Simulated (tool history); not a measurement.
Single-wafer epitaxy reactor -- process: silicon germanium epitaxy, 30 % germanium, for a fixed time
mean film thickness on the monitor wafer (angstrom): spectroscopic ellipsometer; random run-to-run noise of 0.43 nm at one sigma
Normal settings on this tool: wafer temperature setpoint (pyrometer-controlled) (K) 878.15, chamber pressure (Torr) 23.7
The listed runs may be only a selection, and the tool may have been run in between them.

| run | hour | wafer temperature setpoint (pyrometer-controlled) (K) | chamber pressure (Torr) | read-back reference wafer on the same gauge, thickness_nm | mean film thickness on the monitor wafer (angstrom) |
|---|---|---|---|---|---|
| 1 | 0 | 866.15 | 23.7 | 89.769 | 618.51 |
| 2 | 55 | 878.15 | 28.4 | 89.887 | 829.68 |
| 3 | 110.3 | 878.15 | 28.4 | 89.836 | 840.51 |
| 4 | 174.2 | 875.15 | 23.7 | 89.735 | 739.44 |
| 5 | 266.1 | 878.15 | 23.7 | 89.891 | 775.07 |
| 6 | 370 | 878.15 | 23.7 | 89.708 | 772.94 |
| 7 | 431.3 | 878.15 | 20.7 | 89.842 | 736.8 |
| 8 | 516.4 | 878.15 | 23.7 | 89.859 | 772.03 |
|  | 614.7 | pyrometer calibrated |
| 9 | 620.9 | 878.15 | 23.7 | 89.83 | 772.13 |
|  | 681.3 | capacitance manometer re-zeroed and calibrated |
| 10 | 715.8 | 878.15 | 23.7 | 89.585 | 793.23 |
| 11 | 786.1 | 884.15 | 21.9 | 89.908 | 867.31 |
| 12 | 881.2 | 884.15 | 21.9 | 89.833 | 874.35 |
|  | 970.6 | showerhead replaced |
| 13 | 971.1 | 884.15 | 21.9 | 89.721 | 871.35 |
| 14 | 1040.9 | 874.15 | 25.3 | 89.878 | 751.81 |
| 15 | 1135.4 | 866.15 | 22.2 | 89.881 | 605.27 |
| 16 | 1199.5 | 878.15 | 23.7 | 89.847 | 784.31 |
| 17 | 1277 | 875.15 | 23.7 | 89.875 | 750.35 |
|  | 1360.4 | gauge calibrated |
| 18 | 1378.4 | 868.15 | 27.6 | 89.732 | 683.38 |
| 19 | 1430.7 | 878.15 | 23.7 | 89.742 | 776.5 |
| 20 | 1522.6 | 891.15 | 23.7 | 89.816 | 1006.86 |
| 21 | 1596.1 | 864.15 | 25.9 | 89.774 | 612.49 |
| 22 | 1702.3 | 893.15 | 20.7 | 89.816 | 983.34 |
| 23 | 1773.1 | 888.15 | 18.1 | 89.788 | 858.99 |
| 24 | 1855 | 883.15 | 21.3 | 89.891 | 820.02 |
| 25 | 1901.1 | 878.15 | 23.7 | 89.798 | 774.12 |
| 26 | 1938.7 | 867.15 | 20.3 | 89.715 | 595.16 |

Alternative continuations, all from the tool just after run 26; predict every row:
| A | 1939.1 | 878.15 | 19.6 | ? | ? |
| B | 1939.1 | 882.15 | 23.7 | ? | ? |
| C | 1939.1 | 865.15 | 19.4 | ? | ? |
| D | 1939.1 | 868.15 | 23.7 | ? | ? |
| E | 1939.1 | 878.15 | 29.1 | ? | ? |

| run | read-back reference wafer on the same gauge, thickness_nm | mean film thickness on the monitor wafer (angstrom) |
|---|---|---|
| A | 89.971 | 733.03 |
| B | 89.971 | 847.02 |
| C | 89.971 | 565.95 |
| D | 89.971 | 645.08 |
| E | 89.971 | 845.09 |
With no hidden state in the tool, these same runs would have given:
| run | mean film thickness on the monitor wafer (angstrom) |
|---|---|
| A | 748.95 |
| B | 865.42 |
| C | 578.24 |
| D | 659.1 |
| E | 863.45 |
